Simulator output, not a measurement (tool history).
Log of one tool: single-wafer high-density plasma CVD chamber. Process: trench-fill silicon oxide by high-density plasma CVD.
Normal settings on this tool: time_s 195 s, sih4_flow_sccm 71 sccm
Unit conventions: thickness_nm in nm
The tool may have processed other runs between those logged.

run     day  time_s  sih4_flow_sccm  wafers since the last listed run  hours since the silane flow controller was replaced  hours since the gauge calibration  read-back reference wafer on the same gauge, thickness_nm  thickness_nm
  1   0.000     195              71                                 0                                               3352.8                              255.9                                                   1069.680      1294.891
  2   0.662     195              68                               112                                               3368.7                              271.8                                                   1070.477      1244.739
  3   1.062     195              68                                68                                               3378.3                              281.4                                                   1069.499      1241.278
  4   1.350     220              71                                48                                               3385.2                              288.3                                                   1069.622      1458.681
  5   1.796     220              71                                75                                               3395.9                              299.0                                                   1069.612      1459.272
  6   2.375     195              71                                98                                               3409.8                              312.9                                                   1069.358      1295.365
  7   3.012     195              71                               108                                               3425.1                              328.2                                                   1069.741      1292.942
  8   3.442     195              79                                73                                               3435.4                              338.5                                                   1070.858      1425.665
  9   4.029     195              71                               100                                               3449.5                              352.6                                                   1069.804      1289.271
 10   4.525     165              71                                84                                               3461.4                              364.5                                                   1070.428      1094.464
 11   4.867     195              71                                58                                               3469.6                              372.7                                                   1070.645      1289.469
 12   6.067     195              71                               204                                               3498.4                              401.5                                                   1070.452      1289.613
 13   6.688     195              62                               105                                               3513.3                              416.4                                                   1070.021      1138.739
 14   7.333     195              71                               109                                               3528.8                              431.9                                                   1069.870      1288.064
 15   7.917     195              71                                99                                               3542.8                              445.9                                                   1070.356      1290.399
 16   8.342     195              65                                72                                               3553.0                              456.1                                                   1070.263      1189.548
 17   8.679     195              71                                57                                               3561.1                              464.2                                                   1069.851      1286.704
 18   8.992     195              81                                53                                               3568.6                              471.7                                                   1070.195      1454.934
 19   9.667     195              81                               114                                               3584.8                              487.9                                                   1069.849      1452.663
 20  10.288     195              81                               105                                               3599.7                              502.8                                                   1069.825      1458.339
 21  11.033     172              71                               127                                               3617.6                              520.7                                                   1069.672      1137.354
     11.350  -- gauge calibrated
 22  11.904     172              71                               148                                               3638.5                               13.3                                                   1070.069      1133.377
 23  12.233     165              84                                56                                               3646.4                               21.2                                                   1069.704      1273.110
 24  12.538     195              71                                51                                               3653.7                               28.5                                                   1069.842      1283.813
 25  12.858     231              75                                54                                               3661.4                               36.2                                                   1070.471      1604.682
 26  13.417     212              60                                95                                               3674.8                               49.6                                                   1070.492      1202.278
 27  13.904     195              71                                83                                               3686.5                               61.3                                                   1070.202      1286.893
 28  14.338     181              65                                73                                               3696.9                               71.7                                                   1070.039      1100.906
 29  14.821     195              71                                82                                               3708.5                               83.3                                                   1070.291      1282.442
 30  15.100     172              57                                47                                               3715.2                               90.0                                                   1070.156       924.706
 31  15.804     231              64                               119                                               3732.1                              106.9                                                   1070.226      1381.430
 32  16.117     195              71                                53                                               3739.6                              114.4                                                   1069.332      1283.039
     17.292  -- silane flow controller replaced
 33  18.004     212              79                               264                                                 17.1                              159.7                                                   1069.581      1596.302
 34  18.392     214              62                                65                                                 26.4                              169.0                                                   1069.738      1290.270
 35  18.892     173              80                                85                                                 38.4                              181.0                                                   1069.832      1317.736
 36  19.142     195              71                                42                                                 44.4                              187.0                                                   1069.630      1331.824
 37  20.496     162              84                               230                                                 76.9                              219.5                                                   1069.841      1290.607
 38  21.238     195              71                               126                                                 94.7                              237.3                                                   1069.908      1326.293
 39  21.621     215              60                                65                                                103.9                              246.5                                                   1070.433      1253.154
 40  22.088     220              57                                79                                                115.1                              257.7                                                   1070.754      1226.836
 41  22.500     227              59                                70                                                125.0                              267.6                                                   1069.246      1307.298
 42  22.912     195              82                                70                                                134.9                              277.5                                                   1070.144      1520.671
 43  23.450     195              71                                91                                                147.8                              290.4                                                   1069.699      1329.488
 44  23.925     195              59                                80                                                159.2                              301.8                                                   1070.387      1120.585

Take each entry between the runs: how does the hidden state at the last listed run before it differ from the hidden state at the first listed run after it?
After run 21, before run 22: gauge calibrated (day 11.350)
  delivered silane flow above the setpoint (%): -3.81 -> -3.86
  the result without the hidden state subtracted from the measured one, thickness_nm: -41.422 -> -41.815 nm
After run 32, before run 33: silane flow controller replaced (day 17.292)
  delivered silane flow above the setpoint (%): -4.09 -> -0.419
  the result without the hidden state subtracted from the measured one, thickness_nm: -50.337 -> -6.196 nm
